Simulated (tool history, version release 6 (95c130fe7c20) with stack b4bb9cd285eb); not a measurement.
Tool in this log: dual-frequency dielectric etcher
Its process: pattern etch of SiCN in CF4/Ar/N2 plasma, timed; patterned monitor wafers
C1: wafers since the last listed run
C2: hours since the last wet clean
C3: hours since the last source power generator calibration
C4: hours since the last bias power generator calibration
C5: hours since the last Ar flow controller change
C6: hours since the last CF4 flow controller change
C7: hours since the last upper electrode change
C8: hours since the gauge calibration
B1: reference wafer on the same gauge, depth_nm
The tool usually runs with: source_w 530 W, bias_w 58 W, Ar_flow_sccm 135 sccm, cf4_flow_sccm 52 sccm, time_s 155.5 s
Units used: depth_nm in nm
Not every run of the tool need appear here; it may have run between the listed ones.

Run 1, hour 0.0: usual settings; C1 0; C2 254.2; C3 3042.1; C4 1493.1; C5 2200.6; C6 2243.7; C7 3933.2; C8 432.1; B1 117.6. Result: depth_nm 133.8 nm.
Run 2, hour 28.7: usual settings; C1 312; C2 282.9; C3 3070.8; C4 1521.8; C5 2229.3; C6 2272.4; C7 3961.9; C8 460.8; B1 117.2. Result: depth_nm 134.3 nm.
Run 3, hour 87.6: usual settings; C1 641; C2 341.8; C3 3129.7; C4 1580.7; C5 2288.2; C6 2331.3; C7 4020.8; C8 519.7; B1 117.3. Result: depth_nm 135.2 nm.
Run 4, hour 273.4: usual settings; C1 2022; C2 527.6; C3 3315.5; C4 1766.5; C5 2474.0; C6 2517.1; C7 4206.6; C8 705.5; B1 116.9. Result: depth_nm 134.7 nm.
At hour 315.2: wet clean of the chamber.
Run 5, hour 342.4: usual settings; C1 489; C2 27.2; C3 3384.5; C4 1835.5; C5 2543.0; C6 2586.1; C7 4275.6; C8 774.5; B1 116.7. Result: depth_nm 133.2 nm.
At hour 390.6: bias power generator calibrated.
At hour 433.2: upper electrode replaced.
Run 6, hour 433.7: usual settings but cf4_flow_sccm 43 sccm; C1 688; C2 118.5; C3 3475.8; C4 43.1; C5 2634.3; C6 2677.4; C7 0.5; C8 865.8; B1 116.7. Result: depth_nm 129.9 nm.
Run 7, hour 438.4: usual settings but cf4_flow_sccm 43 sccm; C1 51; C2 123.2; C3 3480.5; C4 47.8; C5 2639.0; C6 2682.1; C7 5.2; C8 870.5; B1 116.6. Result: depth_nm 129.1 nm.
Run 8, hour 462.9: usual settings; C1 266; C2 147.7; C3 3505.0; C4 72.3; C5 2663.5; C6 2706.6; C7 29.7; C8 895.0; B1 116.4. Result: depth_nm 131.5 nm.
At hour 521.9: CF4 flow controller replaced.
Run 9, hour 533.3: usual settings but bias_w 61 W; C1 700; C2 218.1; C3 3575.4; C4 142.7; C5 2733.9; C6 11.4; C7 100.1; C8 965.4; B1 116.2. Result: depth_nm 135.3 nm.
Run 10, hour 599.3: usual settings but Ar_flow_sccm 108 sccm, cf4_flow_sccm 40 sccm, time_s 193.5 s; C1 718; C2 284.1; C3 3641.4; C4 208.7; C5 2799.9; C6 77.4; C7 166.1; C8 1031.4; B1 116.4. Result: depth_nm 168.3 nm.
Run 11, hour 656.7: usual settings but bias_w 64 W, cf4_flow_sccm 65 sccm; C1 624; C2 341.5; C3 3698.8; C4 266.1; C5 2857.3; C6 134.8; C7 223.5; C8 1088.8; B1 116.0. Result: depth_nm 143.7 nm.
At hour 696.1: Ar flow controller replaced.
Run 12, hour 728.2: usual settings but Ar_flow_sccm 169 sccm, cf4_flow_sccm 44 sccm; C1 712; C2 413.0; C3 3770.3; C4 337.6; C5 32.1; C6 206.3; C7 295.0; C8 1160.3; B1 116.3. Result: depth_nm 125.7 nm.
At hour 734.9: source power generator calibrated.
Run 13, hour 767.2: usual settings but bias_w 44 W, Ar_flow_sccm 117 sccm, time_s 190.5 s; C1 380; C2 452.0; C3 32.3; C4 376.6; C5 71.1; C6 245.3; C7 334.0; C8 1199.3; B1 116.1. Result: depth_nm 150.8 nm.
Run 14, hour 836.4: usual settings but bias_w 45 W, Ar_flow_sccm 151 sccm; C1 753; C2 521.2; C3 101.5; C4 445.8; C5 140.3; C6 314.5; C7 403.2; C8 1268.5; B1 116.2. Result: depth_nm 116.3 nm.
Run 15, hour 863.8: usual settings but cf4_flow_sccm 46 sccm; C1 298; C2 548.6; C3 128.9; C4 473.2; C5 167.7; C6 341.9; C7 430.6; C8 1295.9; B1 116.2. Result: depth_nm 128.7 nm.
Run 16, hour 895.2: usual settings; C1 341; C2 580.0; C3 160.3; C4 504.6; C5 199.1; C6 373.3; C7 462.0; C8 1327.3; B1 116.3. Result: depth_nm 132.2 nm.
At hour 955.3: wet clean of the chamber.
Run 17, hour 955.8: usual settings; C1 398; C2 0.5; C3 220.9; C4 565.2; C5 259.7; C6 433.9; C7 522.6; C8 1387.9; B1 116.5. Result: depth_nm 131.8 nm.
At hour 986.9: gauge calibrated.
Run 18, hour 999.5: usual settings but Ar_flow_sccm 102 sccm; C1 475; C2 44.2; C3 264.6; C4 608.9; C5 303.4; C6 477.6; C7 566.3; C8 12.6; B1 120.3. Result: depth_nm 145.8 nm.
Run 19, hour 1065.2: usual settings but source_w 640 W, cf4_flow_sccm 59 sccm; C1 715; C2 109.9; C3 330.3; C4 674.6; C5 369.1; C6 543.3; C7 632.0; C8 78.3; B1 119.7. Result: depth_nm 158.1 nm.
Run 20, hour 1247.3: usual settings but source_w 650 W, cf4_flow_sccm 60 sccm, time_s 135.0 s; C1 1982; C2 292.0; C3 512.4; C4 856.7; C5 551.2; C6 725.4; C7 814.1; C8 260.4; B1 118.7. Result: depth_nm 137.5 nm.
Run 21, hour 1291.1: usual settings but source_w 480 W, bias_w 53 W, Ar_flow_sccm 147 sccm; C1 476; C2 335.8; C3 556.2; C4 900.5; C5 595.0; C6 769.2; C7 857.9; C8 304.2; B1 118.4. Result: depth_nm 120.6 nm.

Branching from run 21: 4 alternative next runs. What would each branch give?
Run A, hour 1291.6: usual settings but source_w 630 W; C1 5; C2 336.3; C3 556.7; C4 901.0; C5 595.5; C6 769.7; C7 858.4; C8 304.7; B1 ?. Result: depth_nm ?.
Run B, hour 1291.6: usual settings but source_w 630 W, bias_w 67 W, Ar_flow_sccm 156 sccm, cf4_flow_sccm 63 sccm; C1 5; C2 336.3; C3 556.7; C4 901.0; C5 595.5; C6 769.7; C7 858.4; C8 304.7; B1 ?. Result: depth_nm ?.
Run C, hour 1291.6: usual settings but bias_w 53 W; C1 5; C2 336.3; C3 556.7; C4 901.0; C5 595.5; C6 769.7; C7 858.4; C8 304.7; B1 ?. Result: depth_nm ?.
Run D, hour 1291.6: usual settings but bias_w 52 W, time_s 133.5 s; C1 5; C2 336.3; C3 556.7; C4 901.0; C5 595.5; C6 769.7; C7 858.4; C8 304.7; B1 ?. Result: depth_nm ?.

run     B1  depth_nm
  A  118.4     153.2
  B  118.4     162.6
  C  118.4     132.5
  D  118.4     112.9
Without the tool's unlogged condition, the same runs would have read:
run  depth_nm
  A     155.3
  B     164.9
  C     134.3
  D     114.5
